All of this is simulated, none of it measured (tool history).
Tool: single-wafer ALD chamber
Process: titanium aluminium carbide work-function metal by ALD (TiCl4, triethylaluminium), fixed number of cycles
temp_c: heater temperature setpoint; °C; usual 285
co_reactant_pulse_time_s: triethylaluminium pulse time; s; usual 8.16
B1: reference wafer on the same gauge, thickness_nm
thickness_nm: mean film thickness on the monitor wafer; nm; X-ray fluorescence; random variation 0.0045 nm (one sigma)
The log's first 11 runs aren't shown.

Run 12, day 6.004: usual settings but temp_c 291 °C; B1 1.989. Result: thickness_nm 1.813 nm.
Run 13, day 6.292: usual settings but co_reactant_pulse_time_s 6.44 s; B1 1.988. Result: thickness_nm 1.701 nm.
Run 14, day 6.575: usual settings but temp_c 281 °C, co_reactant_pulse_time_s 5.71 s; B1 1.991. Result: thickness_nm 1.635 nm.
Run 15, day 7.104: usual settings but temp_c 295 °C, co_reactant_pulse_time_s 10.03 s; B1 1.991. Result: thickness_nm 1.911 nm.
Run 16, day 7.45: usual settings; B1 1.989. Result: thickness_nm 1.762 nm.
Run 17, day 7.908: usual settings; B1 1.99. Result: thickness_nm 1.77 nm.
Run 18, day 8.396: usual settings but temp_c 279 °C, co_reactant_pulse_time_s 10.99 s; B1 1.99. Result: thickness_nm 1.775 nm.
Run 19, day 8.738: usual settings; B1 1.989. Result: thickness_nm 1.766 nm.
Run 20, day 9.471: usual settings; B1 1.992. Result: thickness_nm 1.775 nm.
Run 21, day 10.042: usual settings but temp_c 281 °C, co_reactant_pulse_time_s 10.94 s; B1 1.989. Result: thickness_nm 1.79 nm.
Run 22, day 10.567: usual settings; B1 1.992. Result: thickness_nm 1.765 nm.
At day 11.158: thermocouple changed; heater temperature recalibrated.
Run 23, day 11.179: usual settings but co_reactant_pulse_time_s 9.8 s; B1 1.99. Result: thickness_nm 1.763 nm.
Run 24, day 11.475: usual settings but temp_c 298 °C; B1 1.99. Result: thickness_nm 1.84 nm.
At day 11.562: gauge calibrated.
Run 25, day 11.971: usual settings but temp_c 293 °C, co_reactant_pulse_time_s 6.97 s; B1 1.991. Result: thickness_nm 1.75 nm.
Run 26, day 12.862: usual settings but temp_c 270 °C, co_reactant_pulse_time_s 10.31 s; B1 1.991. Result: thickness_nm 1.635 nm.
Run 27, day 14.3: usual settings but temp_c 271 °C, co_reactant_pulse_time_s 10.24 s; B1 1.987. Result: thickness_nm 1.648 nm.
Run 28, day 14.675: usual settings but temp_c 273 °C, co_reactant_pulse_time_s 5.55 s; B1 1.988. Result: thickness_nm 1.519 nm.
Run 29, day 15.058: usual settings but temp_c 292 °C; B1 1.99. Result: thickness_nm 1.783 nm.
Run 30, day 15.671: usual settings; B1 1.988. Result: thickness_nm 1.724 nm.
Run 31, day 15.95: usual settings but temp_c 278 °C, co_reactant_pulse_time_s 9.55 s; B1 1.989. Result: thickness_nm 1.699 nm.
Run 32, day 16.479: usual settings but temp_c 297 °C; B1 1.99. Result: thickness_nm 1.829 nm.
Run 33, day 17.108: usual settings but co_reactant_pulse_time_s 9.2 s; B1 1.992. Result: thickness_nm 1.748 nm.
Run 34, day 17.775: usual settings but temp_c 280 °C, co_reactant_pulse_time_s 10.98 s; B1 1.992. Result: thickness_nm 1.741 nm.

3 ways to go on from here, each from the tool as it stands after run 34. What would each give?
Run A, day 17.792: usual settings; B1 ?. Result: thickness_nm ?.
Run B, day 17.792: usual settings but temp_c 280 °C; B1 ?. Result: thickness_nm ?.
Run C, day 17.792: usual settings but temp_c 275 °C, co_reactant_pulse_time_s 9.32 s; B1 ?. Result: thickness_nm ?.

run    B1  thickness_nm
  A  1.99          1.73
  B  1.99         1.687
  C  1.99         1.671
Without the tool's hidden state the same runs would have given:
run  thickness_nm
  A         1.723
  B          1.68
  C         1.665
